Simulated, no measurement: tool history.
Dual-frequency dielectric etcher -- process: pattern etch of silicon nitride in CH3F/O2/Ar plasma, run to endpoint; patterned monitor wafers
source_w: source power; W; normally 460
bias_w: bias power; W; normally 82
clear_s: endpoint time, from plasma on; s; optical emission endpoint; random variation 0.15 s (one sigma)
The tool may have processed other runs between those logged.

run,hour,source_w,bias_w,wafers since the last listed run,hours since the last wet clean,hours since the last source power generator calibration,hours since the last bias power generator calibration,hours since the last upper electrode change,"incoming incoming film thickness, nm",clear_s
1,0.0,460,82,0,8.1,2397.1,3056.1,2865.6,26.73,37.2
2,33.2,460,82,564,41.3,2430.3,3089.3,2898.8,26.96,37.4
3,55.4,410,71,377,63.5,2452.5,3111.5,2921.0,26.80,40.1
4,88.4,460,82,560,96.5,2485.5,3144.5,2954.0,26.97,37.3
5,146.2,460,82,981,154.3,2543.3,3202.3,3011.8,26.72,37.1
6,173.9,460,82,470,182.0,2571.0,3230.0,3039.5,26.85,37.0
7,207.7,460,82,574,215.8,2604.8,3263.8,3073.3,26.71,36.5
8,222.4,460,82,249,230.5,2619.5,3278.5,3088.0,26.74,36.7
9,257.7,530,82,599,265.8,2654.8,3313.8,3123.3,26.81,35.3
10,277.0,530,82,327,285.1,2674.1,3333.1,3142.6,26.94,35.7
11,297.7,530,82,351,305.8,2694.8,3353.8,3163.3,27.11,35.4
12,310.6,390,74,219,318.7,2707.7,3366.7,3176.2,26.74,38.9
# hour 340.7: wet clean of the chamber
13,341.2,390,74,112,0.5,2738.3,3397.3,3206.8,27.12,38.1
14,361.6,390,74,346,20.9,2758.7,3417.7,3227.2,26.96,37.9
15,375.2,500,82,231,34.5,2772.3,3431.3,3240.8,26.95,34.7
16,391.6,390,82,278,50.9,2788.7,3447.7,3257.2,26.71,36.3
# hour 401.7: bias power generator calibrated
17,427.1,570,75,535,86.4,2824.2,25.4,3292.7,26.74,34.2
18,444.2,540,92,290,103.5,2841.3,42.5,3309.8,26.76,32.9
# hour 468.6: wet clean of the chamber, repeated, since the last time left the tool worse
19,470.7,510,87,42,2.1,2867.8,69.0,3336.3,26.91,36.1
20,500.6,460,82,507,32.0,2897.7,98.9,3366.2,26.89,37.4
# hour 506.0: source power generator calibrated
21,517.1,540,82,212,48.5,11.1,115.4,3382.7,26.75,35.5
22,540.8,360,89,402,72.2,34.8,139.1,3406.4,26.83,38.3
23,565.1,390,74,412,96.5,59.1,163.4,3430.7,26.81,39.8
24,599.5,460,75,584,130.9,93.5,197.8,3465.1,26.93,38.2
# hour 646.8: upper electrode replaced
25,647.3,510,82,404,178.7,141.3,245.6,0.5,26.92,36.0
26,662.3,460,82,254,193.7,156.3,260.6,15.5,26.78,36.7
27,698.3,340,67,611,229.7,192.3,296.6,51.5,26.76,41.7
28,722.6,580,68,412,254.0,216.6,320.9,75.8,26.79,36.8
29,748.8,460,69,445,280.2,242.8,347.1,102.0,26.82,38.6
30,764.1,520,99,259,295.5,258.1,362.4,117.3,26.96,33.6
31,776.9,570,63,217,308.3,270.9,375.2,130.1,26.71,37.3
32,795.6,460,88,317,327.0,289.6,393.9,148.8,26.84,35.7
# hour 840.0: wet clean of the chamber
33,898.3,350,90,1337,58.3,392.3,496.6,251.5,26.68,38.4

For some of the steps in clear_s from one run to the next: how much would appear even if the tool had no hidden state, given the settings, what came in and random variation, and how much remains for the hidden state plus any gauge scatter that the measured result and the result without hidden state don't share?
What the log doesn't record here: etch rate over this chamber's usual, %; source power that arrives over what is set, %; bias power that arrives over what is set, %.
Run 12 -> 13: wet clean of the chamber. clear_s -0.8 s: hidden state -1.2, all else +0.4.
Run 18 -> 19: source_w 540 -> 510, bias_w 92 -> 87, wet clean of the chamber, repeated, since the last time left the tool worse. clear_s +3.2 s: hidden state +2.1, all else +1.1.
Run 26 -> 27: source_w 460 -> 340, bias_w 82 -> 67. clear_s +5.0 s: hidden state -0.3, all else +5.3.
Run 27 -> 28: source_w 340 -> 580, bias_w 67 -> 68. clear_s -4.9 s: hidden state +0.1, all else -5.0.
Run 29 -> 30: source_w 460 -> 520, bias_w 69 -> 99. clear_s -5.0 s: hidden state +0.0, all else -5.0.
Run 32 -> 33: source_w 460 -> 350, bias_w 88 -> 90, wet clean of the chamber. clear_s +2.7 s: hidden state +1.0, all else +1.7.

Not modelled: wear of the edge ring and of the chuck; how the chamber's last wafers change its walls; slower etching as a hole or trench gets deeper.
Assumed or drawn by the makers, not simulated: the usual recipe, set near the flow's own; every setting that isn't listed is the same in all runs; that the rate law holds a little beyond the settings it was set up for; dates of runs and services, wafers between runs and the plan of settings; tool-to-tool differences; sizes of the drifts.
